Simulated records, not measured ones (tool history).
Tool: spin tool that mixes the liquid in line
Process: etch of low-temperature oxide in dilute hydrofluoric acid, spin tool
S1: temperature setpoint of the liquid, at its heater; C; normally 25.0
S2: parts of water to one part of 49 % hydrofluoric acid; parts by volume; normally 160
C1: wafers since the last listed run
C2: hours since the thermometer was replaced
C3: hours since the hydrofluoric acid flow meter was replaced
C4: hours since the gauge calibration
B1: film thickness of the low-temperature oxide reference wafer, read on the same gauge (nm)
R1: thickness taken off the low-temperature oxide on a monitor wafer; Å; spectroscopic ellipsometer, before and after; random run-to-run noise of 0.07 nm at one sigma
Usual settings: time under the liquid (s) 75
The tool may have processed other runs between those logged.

{"run": 1, "day": 0.0, "S1": 25.0, "S2": 160, "time under the liquid (s)": 105, "C1": 0, "C2": 1297.0, "C3": 624.1, "C4": 1581.2, "B1": 49.98, "R1": 168.6}
{"run": 2, "day": 3.567, "S1": 25.0, "S2": 160, "time under the liquid (s)": 105, "C1": 824, "C2": 1382.6, "C3": 709.7, "C4": 1666.8, "B1": 50.01, "R1": 167.4}
{"run": 3, "day": 6.992, "S1": 24.0, "S2": 160, "time under the liquid (s)": 55, "C1": 791, "C2": 1464.8, "C3": 791.9, "C4": 1749.0, "B1": 49.97, "R1": 84.4}
{"run": 4, "day": 8.592, "S1": 24.0, "S2": 160, "time under the liquid (s)": 55, "C1": 369, "C2": 1503.2, "C3": 830.3, "C4": 1787.4, "B1": 50.04, "R1": 83.7}
{"run": 5, "day": 13.058, "S1": 24.0, "S2": 160, "time under the liquid (s)": 55, "C1": 1032, "C2": 1610.4, "C3": 937.5, "C4": 1894.6, "B1": 50.01, "R1": 83.4}
{"run": 6, "day": 14.988, "S1": 24.0, "S2": 180, "time under the liquid (s)": 75, "C1": 445, "C2": 1656.7, "C3": 983.8, "C4": 1940.9, "B1": 49.96, "R1": 98.1}
{"day": 20.6, "done": "hydrofluoric acid flow meter replaced"}
{"run": 7, "day": 26.233, "S1": 25.0, "S2": 160, "time under the liquid (s)": 75, "C1": 2589, "C2": 1926.6, "C3": 135.2, "C4": 2210.8, "B1": 49.93, "R1": 124.3}
{"run": 8, "day": 28.988, "S1": 25.0, "S2": 115, "time under the liquid (s)": 75, "C1": 636, "C2": 1992.7, "C3": 201.3, "C4": 2276.9, "B1": 50.02, "R1": 180.5}
{"run": 9, "day": 31.288, "S1": 25.0, "S2": 115, "time under the liquid (s)": 75, "C1": 531, "C2": 2047.9, "C3": 256.5, "C4": 2332.1, "B1": 50.02, "R1": 179.1}
{"day": 33.55, "done": "gauge calibrated"}
{"run": 10, "day": 35.121, "S1": 25.0, "S2": 160, "time under the liquid (s)": 75, "C1": 885, "C2": 2139.9, "C3": 348.5, "C4": 37.7, "B1": 49.94, "R1": 123.6}
{"run": 11, "day": 38.854, "S1": 22.0, "S2": 160, "time under the liquid (s)": 75, "C1": 862, "C2": 2229.5, "C3": 438.1, "C4": 127.3, "B1": 50.03, "R1": 108.7}
{"run": 12, "day": 40.888, "S1": 22.0, "S2": 160, "time under the liquid (s)": 75, "C1": 469, "C2": 2278.3, "C3": 486.9, "C4": 176.1, "B1": 49.99, "R1": 108.9}
{"run": 13, "day": 42.742, "S1": 25.0, "S2": 160, "time under the liquid (s)": 75, "C1": 428, "C2": 2322.8, "C3": 531.4, "C4": 220.6, "B1": 50.01, "R1": 121.6}
{"run": 14, "day": 46.762, "S1": 25.0, "S2": 160, "time under the liquid (s)": 75, "C1": 929, "C2": 2419.3, "C3": 627.9, "C4": 317.1, "B1": 50.03, "R1": 120.5}
{"run": 15, "day": 49.221, "S1": 22.5, "S2": 160, "time under the liquid (s)": 75, "C1": 568, "C2": 2478.3, "C3": 686.9, "C4": 376.1, "B1": 50.01, "R1": 109.2}
{"run": 16, "day": 51.65, "S1": 22.0, "S2": 205, "time under the liquid (s)": 75, "C1": 561, "C2": 2536.6, "C3": 745.2, "C4": 434.4, "B1": 50.01, "R1": 80.2}
{"day": 54.971, "done": "thermometer replaced"}
{"run": 17, "day": 55.075, "S1": 22.0, "S2": 85, "time under the liquid (s)": 45, "C1": 781, "C2": 2.5, "C3": 827.4, "C4": 516.6, "B1": 49.97, "R1": 131.6}
{"run": 18, "day": 58.892, "S1": 25.0, "S2": 230, "time under the liquid (s)": 120, "C1": 882, "C2": 94.1, "C3": 919.0, "C4": 608.2, "B1": 49.98, "R1": 123.4}
{"run": 19, "day": 63.067, "S1": 22.5, "S2": 210, "time under the liquid (s)": 75, "C1": 964, "C2": 194.3, "C3": 1019.2, "C4": 708.4, "B1": 49.98, "R1": 78.1}
{"day": 65.929, "done": "hydrofluoric acid flow meter replaced"}
{"run": 20, "day": 66.233, "S1": 27.0, "S2": 210, "time under the liquid (s)": 50, "C1": 722, "C2": 270.3, "C3": 7.3, "C4": 784.4, "B1": 49.98, "R1": 64.2}
{"run": 21, "day": 68.046, "S1": 22.5, "S2": 95, "time under the liquid (s)": 115, "C1": 418, "C2": 313.8, "C3": 50.8, "C4": 827.9, "B1": 49.98, "R1": 311.6}
{"run": 22, "day": 70.65, "S1": 20.5, "S2": 160, "time under the liquid (s)": 75, "C1": 601, "C2": 376.3, "C3": 113.3, "C4": 890.4, "B1": 50.01, "R1": 104.1}
{"run": 23, "day": 74.467, "S1": 21.0, "S2": 120, "time under the liquid (s)": 75, "C1": 882, "C2": 467.9, "C3": 204.9, "C4": 982.0, "B1": 49.95, "R1": 148.2}
{"run": 24, "day": 77.875, "S1": 25.0, "S2": 210, "time under the liquid (s)": 75, "C1": 787, "C2": 549.7, "C3": 286.7, "C4": 1063.8, "B1": 49.99, "R1": 89.4}
{"run": 25, "day": 79.471, "S1": 22.5, "S2": 95, "time under the liquid (s)": 50, "C1": 368, "C2": 588.0, "C3": 325.0, "C4": 1102.1, "B1": 50.0, "R1": 135.1}
{"run": 26, "day": 83.538, "S1": 21.5, "S2": 160, "time under the liquid (s)": 75, "C1": 939, "C2": 685.6, "C3": 422.6, "C4": 1199.7, "B1": 50.0, "R1": 107.0}
{"run": 27, "day": 86.925, "S1": 25.0, "S2": 160, "time under the liquid (s)": 75, "C1": 782, "C2": 766.9, "C3": 503.9, "C4": 1281.0, "B1": 49.98, "R1": 122.5}
{"run": 28, "day": 90.042, "S1": 25.0, "S2": 160, "time under the liquid (s)": 75, "C1": 720, "C2": 841.7, "C3": 578.7, "C4": 1355.8, "B1": 49.97, "R1": 121.5}
{"run": 29, "day": 93.338, "S1": 25.0, "S2": 215, "time under the liquid (s)": 30, "C1": 761, "C2": 920.8, "C3": 657.8, "C4": 1434.9, "B1": 49.98, "R1": 33.8}
{"run": 30, "day": 97.221, "S1": 21.5, "S2": 215, "time under the liquid (s)": 85, "C1": 897, "C2": 1014.0, "C3": 751.0, "C4": 1528.1, "B1": 49.96, "R1": 84.1}
{"run": 31, "day": 98.946, "S1": 25.0, "S2": 160, "time under the liquid (s)": 75, "C1": 398, "C2": 1055.4, "C3": 792.4, "C4": 1569.5, "B1": 50.0, "R1": 121.1}
{"run": 32, "day": 101.975, "S1": 30.0, "S2": 160, "time under the liquid (s)": 75, "C1": 700, "C2": 1128.1, "C3": 865.1, "C4": 1642.2, "B1": 49.96, "R1": 143.4}

What if the next run were any one of these 4? Each begins from the tool's condition after run 32:
{"run": "A", "day": 101.992, "S1": 25.0, "S2": 105, "time under the liquid (s)": 75, "C1": 3, "C2": 1128.5, "C3": 865.5, "C4": 1642.6, "B1": "?", "R1": "?"}
{"run": "B", "day": 101.992, "S1": 23.0, "S2": 160, "time under the liquid (s)": 30, "C1": 3, "C2": 1128.5, "C3": 865.5, "C4": 1642.6, "B1": "?", "R1": "?"}
{"run": "C", "day": 101.992, "S1": 21.0, "S2": 240, "time under the liquid (s)": 55, "C1": 3, "C2": 1128.5, "C3": 865.5, "C4": 1642.6, "B1": "?", "R1": "?"}
{"run": "D", "day": 101.992, "S1": 21.0, "S2": 185, "time under the liquid (s)": 35, "C1": 3, "C2": 1128.5, "C3": 865.5, "C4": 1642.6, "B1": "?", "R1": "?"}

run=A B1=50.06 R1=196.6
run=B B1=50.06 R1=44.7
run=C B1=50.06 R1=46.6
run=D B1=50.06 R1=40.7
Without the tool's unlogged condition, the same runs would have read:
run=A R1=204.5
run=B R1=46.6
run=C R1=48.6
run=D R1=42.4
